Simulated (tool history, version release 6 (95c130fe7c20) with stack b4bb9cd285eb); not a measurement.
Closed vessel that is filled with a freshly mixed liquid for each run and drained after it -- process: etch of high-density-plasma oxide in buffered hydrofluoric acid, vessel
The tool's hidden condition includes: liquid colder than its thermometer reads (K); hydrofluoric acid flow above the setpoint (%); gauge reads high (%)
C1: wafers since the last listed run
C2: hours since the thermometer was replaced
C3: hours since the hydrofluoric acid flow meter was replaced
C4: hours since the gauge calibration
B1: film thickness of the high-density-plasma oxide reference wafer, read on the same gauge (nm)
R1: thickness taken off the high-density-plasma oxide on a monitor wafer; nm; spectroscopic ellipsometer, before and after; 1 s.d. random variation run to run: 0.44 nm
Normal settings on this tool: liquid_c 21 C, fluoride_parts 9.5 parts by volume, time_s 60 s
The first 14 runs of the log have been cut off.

{"day": 6.196, "done": "hydrofluoric acid flow meter replaced"}
{"run": 15, "day": 6.746, "liquid_c": 21, "fluoride_parts": 9.5, "time_s": 60, "C1": 1144, "C2": 1371.8, "C3": 13.2, "C4": 28.4, "B1": 120.02, "R1": 51.52}
{"run": 16, "day": 7.175, "liquid_c": 17, "fluoride_parts": 9.5, "time_s": 60, "C1": 765, "C2": 1382.1, "C3": 23.5, "C4": 38.7, "B1": 119.97, "R1": 40.66}
{"day": 8.442, "done": "thermometer replaced"}
{"run": 17, "day": 9.0, "liquid_c": 22.5, "fluoride_parts": 9.5, "time_s": 30, "C1": 3181, "C2": 13.4, "C3": 67.3, "C4": 82.5, "B1": 120.01, "R1": 32.83}
{"run": 18, "day": 9.496, "liquid_c": 17, "fluoride_parts": 13, "time_s": 60, "C1": 884, "C2": 25.3, "C3": 79.2, "C4": 94.4, "B1": 120.01, "R1": 36.09}
{"run": 19, "day": 9.788, "liquid_c": 18.5, "fluoride_parts": 9.5, "time_s": 60, "C1": 520, "C2": 32.3, "C3": 86.2, "C4": 101.4, "B1": 119.99, "R1": 51.85}
{"run": 20, "day": 10.304, "liquid_c": 17.5, "fluoride_parts": 11.5, "time_s": 35, "C1": 921, "C2": 44.7, "C3": 98.6, "C4": 113.8, "B1": 120, "R1": 24.36}
{"run": 21, "day": 11.0, "liquid_c": 23, "fluoride_parts": 9.5, "time_s": 60, "C1": 1241, "C2": 61.4, "C3": 115.3, "C4": 130.5, "B1": 119.98, "R1": 67.56}
{"run": 22, "day": 11.4, "liquid_c": 19.5, "fluoride_parts": 5.5, "time_s": 60, "C1": 713, "C2": 71, "C3": 124.9, "C4": 140.1, "B1": 120, "R1": 92.31}
{"run": 23, "day": 11.8, "liquid_c": 21, "fluoride_parts": 9.5, "time_s": 60, "C1": 713, "C2": 80.6, "C3": 134.5, "C4": 149.7, "B1": 120.01, "R1": 59.85}
{"run": 24, "day": 12.375, "liquid_c": 19, "fluoride_parts": 9.5, "time_s": 70, "C1": 1025, "C2": 94.4, "C3": 148.3, "C4": 163.5, "B1": 120.03, "R1": 62.16}
{"run": 25, "day": 14.196, "liquid_c": 21, "fluoride_parts": 9.5, "time_s": 60, "C1": 3247, "C2": 138.1, "C3": 192, "C4": 207.2, "B1": 119.98, "R1": 60.28}
{"run": 26, "day": 14.629, "liquid_c": 21, "fluoride_parts": 9.5, "time_s": 60, "C1": 772, "C2": 148.5, "C3": 202.4, "C4": 217.6, "B1": 119.97, "R1": 59.75}
{"run": 27, "day": 15.008, "liquid_c": 21, "fluoride_parts": 9.5, "time_s": 60, "C1": 676, "C2": 157.6, "C3": 211.5, "C4": 226.7, "B1": 120.02, "R1": 60.52}
{"run": 28, "day": 15.488, "liquid_c": 21, "fluoride_parts": 9.5, "time_s": 45, "C1": 854, "C2": 169.1, "C3": 223, "C4": 238.2, "B1": 120.02, "R1": 44.92}
{"run": 29, "day": 15.929, "liquid_c": 19.5, "fluoride_parts": 6, "time_s": 75, "C1": 787, "C2": 179.7, "C3": 233.6, "C4": 248.8, "B1": 120.01, "R1": 105.28}
{"run": 30, "day": 16.262, "liquid_c": 23, "fluoride_parts": 12.5, "time_s": 60, "C1": 594, "C2": 187.7, "C3": 241.6, "C4": 256.8, "B1": 120, "R1": 51.68}
{"run": 31, "day": 16.517, "liquid_c": 21, "fluoride_parts": 11.5, "time_s": 45, "C1": 453, "C2": 193.8, "C3": 247.7, "C4": 262.9, "B1": 119.98, "R1": 37.96}

Each row is a separate what-if for the run after 31, all from the same tool condition, not one after another. Results?
{"run": "A", "day": 16.546, "liquid_c": 21, "fluoride_parts": 9.5, "time_s": 60, "C1": 52, "C2": 194.5, "C3": 248.4, "C4": 263.6, "B1": "?", "R1": "?"}
{"run": "B", "day": 16.546, "liquid_c": 24.5, "fluoride_parts": 13, "time_s": 85, "C1": 52, "C2": 194.5, "C3": 248.4, "C4": 263.6, "B1": "?", "R1": "?"}
{"run": "C", "day": 16.546, "liquid_c": 23, "fluoride_parts": 13, "time_s": 40, "C1": 52, "C2": 194.5, "C3": 248.4, "C4": 263.6, "B1": "?", "R1": "?"}

run=A B1=119.98 R1=58.96
run=B B1=119.98 R1=75.92
run=C B1=119.98 R1=32.91
Take away the tool's hidden state, keep each run's random variation, and the runs would have read:
run=A R1=60.26
run=B R1=77.55
run=C R1=33.62

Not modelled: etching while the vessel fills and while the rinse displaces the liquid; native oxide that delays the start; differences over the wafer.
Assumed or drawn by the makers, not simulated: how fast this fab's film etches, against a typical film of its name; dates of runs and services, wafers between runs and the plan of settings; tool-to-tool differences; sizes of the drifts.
